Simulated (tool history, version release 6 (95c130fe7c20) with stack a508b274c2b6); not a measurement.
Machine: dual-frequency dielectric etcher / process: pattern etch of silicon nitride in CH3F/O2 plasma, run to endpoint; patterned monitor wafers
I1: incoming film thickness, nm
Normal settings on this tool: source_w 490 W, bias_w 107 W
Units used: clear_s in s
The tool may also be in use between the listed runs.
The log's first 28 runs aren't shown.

run 29 hour=387.4 | source_w=390 bias_w=123 | I1=86.4 | clear_s=80.4
run 30 hour=427 | source_w=450 bias_w=85 | I1=86.9 | clear_s=86.9
run 31 hour=439.8 | source_w=560 bias_w=85 | I1=86 | clear_s=79.4
run 32 hour=453 | source_w=490 bias_w=107 | I1=85.8 | clear_s=78.6
run 33 hour=463.9 | source_w=600 bias_w=99 | I1=87.5 | clear_s=77.2
run 34 hour=477.5 | source_w=580 bias_w=99 | I1=86.5 | clear_s=75.8
run 35 hour=514.6 | source_w=610 bias_w=117 | I1=86 | clear_s=71.7
run 36 hour=524.6 | source_w=580 bias_w=107 | I1=86.5 | clear_s=74.5

Each row is a separate what-if for the run after 36, all from the same tool condition, not one after another. Results?
run A hour=525.1 | source_w=490 bias_w=87 | I1=86.7 | clear_s=?
run B hour=525.1 | source_w=460 bias_w=116 | I1=86.7 | clear_s=?
run C hour=525.1 | source_w=610 bias_w=100 | I1=86.7 | clear_s=?
run D hour=525.1 | source_w=540 bias_w=85 | I1=86.7 | clear_s=?

run=A clear_s=83.5
run=B clear_s=78.5
run=C clear_s=75.1
run=D clear_s=81.5
With no hidden state in the tool, these same runs would have given:
run=A clear_s=83.5
run=B clear_s=78.5
run=C clear_s=75.1
run=D clear_s=81.5

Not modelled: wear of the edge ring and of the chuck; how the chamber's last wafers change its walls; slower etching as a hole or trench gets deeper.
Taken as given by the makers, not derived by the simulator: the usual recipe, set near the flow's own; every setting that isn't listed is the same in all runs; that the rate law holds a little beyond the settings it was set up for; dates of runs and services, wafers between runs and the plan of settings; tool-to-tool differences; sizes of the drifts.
